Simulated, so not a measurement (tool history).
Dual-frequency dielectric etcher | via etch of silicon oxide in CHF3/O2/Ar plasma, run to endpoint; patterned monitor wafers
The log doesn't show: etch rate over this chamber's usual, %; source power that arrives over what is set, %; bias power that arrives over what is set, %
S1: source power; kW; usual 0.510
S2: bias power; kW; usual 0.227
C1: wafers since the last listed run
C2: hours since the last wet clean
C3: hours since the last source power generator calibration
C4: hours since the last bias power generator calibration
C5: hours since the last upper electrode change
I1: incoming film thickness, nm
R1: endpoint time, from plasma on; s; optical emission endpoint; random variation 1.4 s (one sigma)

{"run": 1, "hour": 0.0, "S1": 0.51, "S2": 0.194, "C1": 0, "C2": 453.9, "C3": 4150.1, "C4": 1115.0, "C5": 1337.2, "I1": 518.8, "R1": 307.1}
{"hour": 49.7, "done": "wet clean of the chamber"}
{"run": 2, "hour": 56.7, "S1": 0.51, "S2": 0.194, "C1": 95, "C2": 7.0, "C3": 4206.8, "C4": 1171.7, "C5": 1393.9, "I1": 527.6, "R1": 295.3}
{"run": 3, "hour": 89.2, "S1": 0.51, "S2": 0.194, "C1": 95, "C2": 39.5, "C3": 4239.3, "C4": 1204.2, "C5": 1426.4, "I1": 521.7, "R1": 291.9}
{"run": 4, "hour": 125.4, "S1": 0.51, "S2": 0.227, "C1": 106, "C2": 75.7, "C3": 4275.5, "C4": 1240.4, "C5": 1462.6, "I1": 524.2, "R1": 279.8}
{"run": 5, "hour": 196.3, "S1": 0.51, "S2": 0.227, "C1": 207, "C2": 146.6, "C3": 4346.4, "C4": 1311.3, "C5": 1533.5, "I1": 517.7, "R1": 276.1}
{"run": 6, "hour": 239.5, "S1": 0.51, "S2": 0.227, "C1": 126, "C2": 189.8, "C3": 4389.6, "C4": 1354.5, "C5": 1576.7, "I1": 524.6, "R1": 281.9}
{"run": 7, "hour": 285.7, "S1": 0.51, "S2": 0.227, "C1": 135, "C2": 236.0, "C3": 4435.8, "C4": 1400.7, "C5": 1622.9, "I1": 523.0, "R1": 282.0}
{"run": 8, "hour": 333.2, "S1": 0.51, "S2": 0.227, "C1": 139, "C2": 283.5, "C3": 4483.3, "C4": 1448.2, "C5": 1670.4, "I1": 521.6, "R1": 283.2}
{"run": 9, "hour": 367.5, "S1": 0.51, "S2": 0.227, "C1": 100, "C2": 317.8, "C3": 4517.6, "C4": 1482.5, "C5": 1704.7, "I1": 528.6, "R1": 288.6}
{"run": 10, "hour": 431.9, "S1": 0.51, "S2": 0.244, "C1": 188, "C2": 382.2, "C3": 4582.0, "C4": 1546.9, "C5": 1769.1, "I1": 525.4, "R1": 278.5}
{"run": 11, "hour": 497.0, "S1": 0.51, "S2": 0.209, "C1": 190, "C2": 447.3, "C3": 4647.1, "C4": 1612.0, "C5": 1834.2, "I1": 522.7, "R1": 297.1}
{"run": 12, "hour": 524.1, "S1": 0.51, "S2": 0.209, "C1": 79, "C2": 474.4, "C3": 4674.2, "C4": 1639.1, "C5": 1861.3, "I1": 526.5, "R1": 302.9}
{"hour": 564.0, "done": "wet clean of the chamber"}
{"run": 13, "hour": 594.7, "S1": 0.59, "S2": 0.267, "C1": 136, "C2": 30.7, "C3": 4744.8, "C4": 1709.7, "C5": 1931.9, "I1": 519.6, "R1": 238.9}
{"hour": 623.1, "done": "bias power generator calibrated"}
{"run": 14, "hour": 646.3, "S1": 0.39, "S2": 0.247, "C1": 139, "C2": 82.3, "C3": 4796.4, "C4": 23.2, "C5": 1983.5, "I1": 525.9, "R1": 328.7}
{"run": 15, "hour": 673.4, "S1": 0.43, "S2": 0.279, "C1": 79, "C2": 109.4, "C3": 4823.5, "C4": 50.3, "C5": 2010.6, "I1": 523.8, "R1": 288.3}
{"run": 16, "hour": 728.4, "S1": 0.41, "S2": 0.271, "C1": 161, "C2": 164.4, "C3": 4878.5, "C4": 105.3, "C5": 2065.6, "I1": 518.6, "R1": 299.1}
{"hour": 753.4, "done": "upper electrode replaced"}
{"run": 17, "hour": 787.6, "S1": 0.51, "S2": 0.278, "C1": 103, "C2": 223.6, "C3": 4937.7, "C4": 164.5, "C5": 34.2, "I1": 527.3, "R1": 267.1}
{"run": 18, "hour": 833.1, "S1": 0.4, "S2": 0.185, "C1": 133, "C2": 269.1, "C3": 4983.2, "C4": 210.0, "C5": 79.7, "I1": 523.7, "R1": 361.2}
{"run": 19, "hour": 869.1, "S1": 0.51, "S2": 0.227, "C1": 105, "C2": 305.1, "C3": 5019.2, "C4": 246.0, "C5": 115.7, "I1": 520.3, "R1": 283.3}
{"run": 20, "hour": 919.5, "S1": 0.57, "S2": 0.227, "C1": 147, "C2": 355.5, "C3": 5069.6, "C4": 296.4, "C5": 166.1, "I1": 518.7, "R1": 267.9}
{"run": 21, "hour": 951.8, "S1": 0.51, "S2": 0.273, "C1": 94, "C2": 387.8, "C3": 5101.9, "C4": 328.7, "C5": 198.4, "I1": 519.6, "R1": 267.9}
{"run": 22, "hour": 1009.7, "S1": 0.58, "S2": 0.205, "C1": 169, "C2": 445.7, "C3": 5159.8, "C4": 386.6, "C5": 256.3, "I1": 522.8, "R1": 279.4}
{"run": 23, "hour": 1043.2, "S1": 0.51, "S2": 0.227, "C1": 98, "C2": 479.2, "C3": 5193.3, "C4": 420.1, "C5": 289.8, "I1": 524.5, "R1": 290.8}
{"run": 24, "hour": 1106.5, "S1": 0.47, "S2": 0.173, "C1": 185, "C2": 542.5, "C3": 5256.6, "C4": 483.4, "C5": 353.1, "I1": 527.5, "R1": 339.0}
{"run": 25, "hour": 1148.9, "S1": 0.51, "S2": 0.243, "C1": 124, "C2": 584.9, "C3": 5299.0, "C4": 525.8, "C5": 395.5, "I1": 524.9, "R1": 289.0}
{"hour": 1215.9, "done": "source power generator calibrated"}
{"hour": 1223.0, "done": "wet clean of the chamber"}
{"run": 26, "hour": 1223.5, "S1": 0.41, "S2": 0.212, "C1": 186, "C2": 0.5, "C3": 7.6, "C4": 600.4, "C5": 470.1, "I1": 529.5, "R1": 333.0}
{"run": 27, "hour": 1255.2, "S1": 0.55, "S2": 0.272, "C1": 92, "C2": 32.2, "C3": 39.3, "C4": 632.1, "C5": 501.8, "I1": 517.2, "R1": 249.5}
{"run": 28, "hour": 1302.2, "S1": 0.45, "S2": 0.178, "C1": 137, "C2": 79.2, "C3": 86.3, "C4": 679.1, "C5": 548.8, "I1": 519.8, "R1": 332.3}
{"run": 29, "hour": 1373.7, "S1": 0.57, "S2": 0.175, "C1": 209, "C2": 150.7, "C3": 157.8, "C4": 750.6, "C5": 620.3, "I1": 528.0, "R1": 292.5}
{"run": 30, "hour": 1419.8, "S1": 0.51, "S2": 0.271, "C1": 135, "C2": 196.8, "C3": 203.9, "C4": 796.7, "C5": 666.4, "I1": 521.4, "R1": 263.3}
{"run": 31, "hour": 1620.3, "S1": 0.51, "S2": 0.199, "C1": 588, "C2": 397.3, "C3": 404.4, "C4": 997.2, "C5": 866.9, "I1": 524.5, "R1": 305.0}
{"run": 32, "hour": 1645.6, "S1": 0.61, "S2": 0.181, "C1": 74, "C2": 422.6, "C3": 429.7, "C4": 1022.5, "C5": 892.2, "I1": 525.3, "R1": 283.4}
{"run": 33, "hour": 1685.1, "S1": 0.41, "S2": 0.271, "C1": 115, "C2": 462.1, "C3": 469.2, "C4": 1062.0, "C5": 931.7, "I1": 527.2, "R1": 319.0}
{"run": 34, "hour": 1743.8, "S1": 0.48, "S2": 0.207, "C1": 172, "C2": 520.8, "C3": 527.9, "C4": 1120.7, "C5": 990.4, "I1": 521.7, "R1": 313.9}
{"run": 35, "hour": 1782.8, "S1": 0.51, "S2": 0.227, "C1": 114, "C2": 559.8, "C3": 566.9, "C4": 1159.7, "C5": 1029.4, "I1": 528.3, "R1": 298.2}

4 ways to go on from here, each from the tool as it stands after run 35. What would each give?
{"run": "A", "hour": 1783.3, "S1": 0.51, "S2": 0.187, "C1": 1, "C2": 560.3, "C3": 567.4, "C4": 1160.2, "C5": 1029.9, "I1": 518.8, "R1": "?"}
{"run": "B", "hour": 1783.3, "S1": 0.45, "S2": 0.277, "C1": 1, "C2": 560.3, "C3": 567.4, "C4": 1160.2, "C5": 1029.9, "I1": 518.8, "R1": "?"}
{"run": "C", "hour": 1783.3, "S1": 0.47, "S2": 0.208, "C1": 1, "C2": 560.3, "C3": 567.4, "C4": 1160.2, "C5": 1029.9, "I1": 518.8, "R1": "?"}
{"run": "D", "hour": 1783.3, "S1": 0.4, "S2": 0.181, "C1": 1, "C2": 560.3, "C3": 567.4, "C4": 1160.2, "C5": 1029.9, "I1": 518.8, "R1": "?"}

run=A R1=312.8
run=B R1=292.3
run=C R1=316.6
run=D R1=371.7
Without the tool's hidden state the same runs would have given:
run=A R1=295.5
run=B R1=276.1
run=C R1=299.1
run=D R1=351.1

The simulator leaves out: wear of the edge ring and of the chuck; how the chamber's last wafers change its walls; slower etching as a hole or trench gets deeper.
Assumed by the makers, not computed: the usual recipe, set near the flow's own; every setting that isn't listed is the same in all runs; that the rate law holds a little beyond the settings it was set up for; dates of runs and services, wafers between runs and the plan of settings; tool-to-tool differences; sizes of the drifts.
